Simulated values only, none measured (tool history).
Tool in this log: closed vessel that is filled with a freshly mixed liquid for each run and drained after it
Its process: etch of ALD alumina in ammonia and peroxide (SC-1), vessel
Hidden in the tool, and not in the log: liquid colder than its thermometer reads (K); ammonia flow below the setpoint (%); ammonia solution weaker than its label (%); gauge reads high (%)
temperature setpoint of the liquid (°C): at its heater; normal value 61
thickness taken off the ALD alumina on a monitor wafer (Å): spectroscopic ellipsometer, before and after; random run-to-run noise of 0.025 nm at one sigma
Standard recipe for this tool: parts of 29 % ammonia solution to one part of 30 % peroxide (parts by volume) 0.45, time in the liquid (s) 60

run    hour  temperature setpoint of the liquid (°C)  parts of 29 % ammonia solution to one part of 30 % peroxide (parts by volume)  time in the liquid (s)  wafers since the last listed run  hours since the thermometer was replaced  hours since the ammonia flow meter was replaced  hours since the drum of ammonia solution was connected  hours since the gauge calibration  read-back film thickness of the ALD alumina reference wafer, read on the same gauge (nm)  thickness taken off the ALD alumina on a monitor wafer (Å)
  1       0                                       65                                                                           0.45                      60                                 0                                    2498.3                                           2218.1                                                   113.8                             2310.9                                                                                     79.99                                                        76.1
  2   106.3                                       65                                                                           0.45                      60                              8902                                    2604.6                                           2324.4                                                   220.1                             2417.2                                                                                     79.99                                                        76.5
  3   194.3                                       61                                                                           0.45                      75                              7370                                    2692.6                                           2412.4                                                   308.1                             2505.2                                                                                     79.98                                                        77.7
      239.4  -- ammonia flow meter replaced
  4   298.9                                       61                                                                            0.6                      60                              8676                                    2797.2                                             59.5                                                   412.7                             2609.8                                                                                        80                                                        64.5
  5   359.9                                       61                                                                            0.6                      60                              5108                                    2858.2                                            120.5                                                   473.7                             2670.8                                                                                     79.99                                                        64.3
  6   406.2                                       61                                                                           0.45                      60                              3877                                    2904.5                                            166.8                                                     520                             2717.1                                                                                     79.99                                                        62.2
        451  -- new drum of ammonia solution connected
      499.2  -- thermometer replaced
  7   511.9                                       61                                                                           0.45                      60                              8684                                      12.7                                            272.5                                                    60.9                             2822.8                                                                                     79.99                                                          61
  8   558.1                                       61                                                                           0.45                      60                              3869                                      58.9                                            318.7                                                   107.1                               2869                                                                                        80                                                        61.1
  9   631.4                                       61                                                                           0.45                      60                              6138                                     132.2                                              392                                                   180.4                             2942.3                                                                                     80.01                                                          61
 10   720.8                                       61                                                                           0.45                      60                              7487                                     221.6                                            481.4                                                   269.8                             3031.7                                                                                        80                                                        60.8
      738.2  -- gauge calibrated
 11   798.7                                     66.5                                                                            0.6                      80                              6524                                     299.5                                            559.3                                                   347.7                               60.5                                                                                        80                                                       110.7
     1117.1  -- new drum of ammonia solution connected
 12  1120.5                                       61                                                                           0.35                      70                             26867                                     621.3                                            881.1                                                     3.4                              382.3                                                                                        80                                                        68.9
     1158.6  -- thermometer replaced, repeated, since the last time left the tool worse
 13  1167.6                                     66.5                                                                            0.6                      80                              3860                                         9                                            928.2                                                    50.5                              429.4                                                                                        80                                                       114.8
 14  1213.5                                       61                                                                           0.45                      60                              3844                                      54.9                                            974.1                                                    96.4                              475.3                                                                                        80                                                        63.7
 15  1282.8                                     51.5                                                                           0.55                      80                              5803                                     124.2                                           1043.4                                                   165.7                              544.6                                                                                     79.99                                                        52.7
 16  1363.7                                       61                                                                           0.45                      60                              6775                                     205.1                                           1124.3                                                   246.6                              625.5                                                                                        80                                                        63.7
 17  1419.6                                     67.5                                                                           0.65                      30                              4681                                       261                                           1180.2                                                   302.5                              681.4                                                                                     80.02                                                        45.5
 18  1526.8                                     54.5                                                                           0.55                      60                              8978                                     368.2                                           1287.4                                                   409.7                              788.6                                                                                     79.99                                                        46.4
 19  1597.1                                     53.5                                                                           0.45                      60                              5887                                     438.5                                           1357.7                                                     480                              858.9                                                                                        80                                                        42.7
 20  1664.4                                     65.5                                                                           0.45                      60                              5636                                     505.8                                             1425                                                   547.3                              926.2                                                                                        80                                                        79.1
     1687.2  -- new drum of ammonia solution connected
 21  1734.3                                       61                                                                           0.45                      60                              5770                                     575.7                                           1494.9                                                    47.1                              996.1                                                                                     79.99                                                        63.6
 22  1791.5                                       70                                                                           0.65                      50                              4790                                     632.9                                           1552.1                                                   104.3                             1053.3                                                                                     80.01                                                        85.7
 23  1877.2                                       61                                                                            0.3                      60                              7177                                     718.6                                           1637.8                                                     190                               1139                                                                                     80.01                                                        61.1
 24  1963.8                                       61                                                                           0.45                      35                              7252                                     805.2                                           1724.4                                                   276.6                             1225.6                                                                                     79.98                                                        36.9
 25  2004.2                                       61                                                                           0.35                      60                              3383                                     845.6                                           1764.8                                                     317                               1266                                                                                     79.99                                                        61.7
 26  2097.4                                       70                                                                           0.55                      35                              7805                                     938.8                                             1858                                                   410.2                             1359.2                                                                                     80.02                                                          59
 27  2159.8                                     57.5                                                                           0.45                      35                              5226                                    1001.2                                           1920.4                                                   472.6                             1421.6                                                                                     80.01                                                        30.8
     2199.7  -- new drum of ammonia solution connected
 28  2231.5                                       64                                                                           0.55                      90                              5921                                    1072.9                                           1992.1                                                    31.8                             1493.3                                                                                     80.01                                                       112.7

Across each entry between runs, compare the hidden state at the last listed run before it with the hidden state at the first listed run after it:
Between runs 3 and 4: ammonia flow meter replaced (hour 239.4)
  liquid colder than its thermometer reads (K): 0.409 -> 0.425
  measured result minus the result with no hidden state, thickness taken off the ALD alumina on a monitor wafer (Å): -1.6 -> -1.4
Between runs 6 and 7: new drum of ammonia solution connected (hour 451); thermometer replaced (hour 499.2)
  liquid colder than its thermometer reads (K): 0.441 -> 0.885
  measured result minus the result with no hidden state, thickness taken off the ALD alumina on a monitor wafer (Å): -1.4 -> -2.8
Between runs 10 and 11: gauge calibrated (hour 738.2)
  liquid colder than its thermometer reads (K): 0.916 -> 0.927
  measured result minus the result with no hidden state, thickness taken off the ALD alumina on a monitor wafer (Å): -3 -> -5.2
Between runs 11 and 12: new drum of ammonia solution connected (hour 1117.1)
  liquid colder than its thermometer reads (K): 0.927 -> 0.975
  measured result minus the result with no hidden state, thickness taken off the ALD alumina on a monitor wafer (Å): -5.2 -> -3.5
Between runs 12 and 13: thermometer replaced, repeated, since the last time left the tool worse (hour 1158.6)
  liquid colder than its thermometer reads (K): 0.975 -> 0.012
  measured result minus the result with no hidden state, thickness taken off the ALD alumina on a monitor wafer (Å): -3.5 -> -0.1
Between runs 20 and 21: new drum of ammonia solution connected (hour 1687.2)
  liquid colder than its thermometer reads (K): 0.0861 -> 0.0965
  measured result minus the result with no hidden state, thickness taken off the ALD alumina on a monitor wafer (Å): -0.3 -> -0.3
Between runs 27 and 28: new drum of ammonia solution connected (hour 2199.7)
  liquid colder than its thermometer reads (K): 0.16 -> 0.171
  measured result minus the result with no hidden state, thickness taken off the ALD alumina on a monitor wafer (Å): -0.3 -> -1

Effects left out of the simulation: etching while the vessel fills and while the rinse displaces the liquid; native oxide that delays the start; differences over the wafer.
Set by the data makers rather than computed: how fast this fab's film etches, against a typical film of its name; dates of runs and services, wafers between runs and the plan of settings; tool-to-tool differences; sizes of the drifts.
